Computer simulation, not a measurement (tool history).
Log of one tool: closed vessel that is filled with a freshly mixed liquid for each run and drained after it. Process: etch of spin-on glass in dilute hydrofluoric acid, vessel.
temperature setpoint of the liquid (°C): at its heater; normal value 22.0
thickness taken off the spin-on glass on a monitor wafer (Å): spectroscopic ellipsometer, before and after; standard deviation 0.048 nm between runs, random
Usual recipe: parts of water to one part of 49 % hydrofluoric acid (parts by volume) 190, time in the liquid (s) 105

run     day  temperature setpoint of the liquid (°C)  parts of water to one part of 49 % hydrofluoric acid (parts by volume)  time in the liquid (s)  read-back film thickness of the spin-on glass reference wafer, read on the same gauge (nm)  thickness taken off the spin-on glass on a monitor wafer (Å)
  1   0.000                                     22.0                                                                     190                     105                                                                                      109.97                                                         105.0
  2   2.283                                     22.0                                                                     190                     105                                                                                      109.99                                                         103.9
  3   5.921                                     22.0                                                                     190                     105                                                                                      110.01                                                         104.0
  4   7.821                                     22.0                                                                     190                     105                                                                                      109.98                                                         102.0
  5   9.429                                     22.0                                                                     190                     105                                                                                      110.03                                                         102.8
  6  11.508                                     22.0                                                                     190                     105                                                                                      109.99                                                         101.4
  7  15.083                                     22.0                                                                     190                     105                                                                                      110.00                                                         101.2
  8  17.017                                     22.0                                                                     190                     105                                                                                      110.02                                                         100.2
     19.358  -- thermometer replaced
  9  21.388                                     22.0                                                                     190                     105                                                                                      110.01                                                         105.6
 10  24.979                                     22.0                                                                     190                     105                                                                                      109.98                                                         103.7
 11  27.279                                     22.0                                                                     190                     105                                                                                      110.02                                                         104.8
 12  30.488                                     22.0                                                                     190                      90                                                                                      109.99                                                          88.4
 13  33.671                                     22.0                                                                     190                      90                                                                                      110.03                                                          86.9
 14  37.804                                     22.0                                                                     190                     105                                                                                      110.00                                                         100.9
     38.321  -- thermometer replaced
     40.692  -- gauge calibrated
 15  41.804                                     23.0                                                                     190                     105                                                                                      110.02                                                         108.2
     42.100  -- hydrofluoric acid flow meter replaced
 16  46.017                                     22.0                                                                     190                     105                                                                                      109.99                                                         102.2
 17  50.750                                     25.5                                                                     190                     105                                                                                      110.01                                                         114.8
 18  52.429                                     22.0                                                                     190                     105                                                                                      109.99                                                         100.8
 19  55.117                                     20.5                                                                     115                     160                                                                                      109.99                                                         255.7
 20  58.483                                     24.5                                                                     190                     105                                                                                      110.01                                                         108.6
     60.392  -- thermometer replaced
 21  61.125                                     18.0                                                                     225                      70                                                                                      109.98                                                          49.3
 22  64.162                                     22.0                                                                     190                     105                                                                                      110.04                                                         104.9
 23  66.558                                     24.0                                                                     250                     105                                                                                      109.98                                                          78.8
 24  68.733                                     25.5                                                                     135                     160                                                                                      110.01                                                         267.8
 25  72.112                                     24.5                                                                     160                     125                                                                                      109.99                                                         163.7
 26  75.771                                     22.0                                                                     190                      75                                                                                      110.00                                                          72.0
     79.925  -- thermometer replaced
 27  80.192                                     22.0                                                                     190                     105                                                                                      110.01                                                         105.1
 28  83.704                                     22.0                                                                      95                     105                                                                                      110.00                                                         230.9
 29  87.358                                     22.0                                                                     160                      65                                                                                      109.99                                                          78.7
 30  89.400                                     24.0                                                                     235                     135                                                                                      110.00                                                         110.2

Below, some changes in thickness taken off the spin-on glass on a monitor wafer (Å) between adjacent runs. For each, the amount present without the hidden state too (settings, incoming material, random variation) and the amount remaining for the hidden state with gauge scatter not shared by both compared results:
What the log doesn't record here: liquid colder than its thermometer reads (K); hydrofluoric acid flow below the setpoint (%); gauge reads high (%).
Run 18 -> 19: temperature setpoint of the liquid (°C) 22.0 -> 20.5, parts of water to one part of 49 % hydrofluoric acid (parts by volume) 190 -> 115, time in the liquid (s) 105 -> 160. thickness taken off the spin-on glass on a monitor wafer (Å) +154.9: hidden state -11.5, all else +166.4.
Run 19 -> 20: temperature setpoint of the liquid (°C) 20.5 -> 24.5, parts of water to one part of 49 % hydrofluoric acid (parts by volume) 115 -> 190, time in the liquid (s) 160 -> 105. thickness taken off the spin-on glass on a monitor wafer (Å) -147.1: hidden state +9.3, all else -156.4.
Run 20 -> 21: temperature setpoint of the liquid (°C) 24.5 -> 18.0, parts of water to one part of 49 % hydrofluoric acid (parts by volume) 190 -> 225, time in the liquid (s) 105 -> 70, thermometer replaced. thickness taken off the spin-on glass on a monitor wafer (Å) -59.3: hidden state +7.1, all else -66.4.
Run 23 -> 24: temperature setpoint of the liquid (°C) 24.0 -> 25.5, parts of water to one part of 49 % hydrofluoric acid (parts by volume) 250 -> 135, time in the liquid (s) 105 -> 160. thickness taken off the spin-on glass on a monitor wafer (Å) +189.0: hidden state -7.1, all else +196.1.
Run 28 -> 29: parts of water to one part of 49 % hydrofluoric acid (parts by volume) 95 -> 160, time in the liquid (s) 105 -> 65. thickness taken off the spin-on glass on a monitor wafer (Å) -152.2: hidden state +2.2, all else -154.4.

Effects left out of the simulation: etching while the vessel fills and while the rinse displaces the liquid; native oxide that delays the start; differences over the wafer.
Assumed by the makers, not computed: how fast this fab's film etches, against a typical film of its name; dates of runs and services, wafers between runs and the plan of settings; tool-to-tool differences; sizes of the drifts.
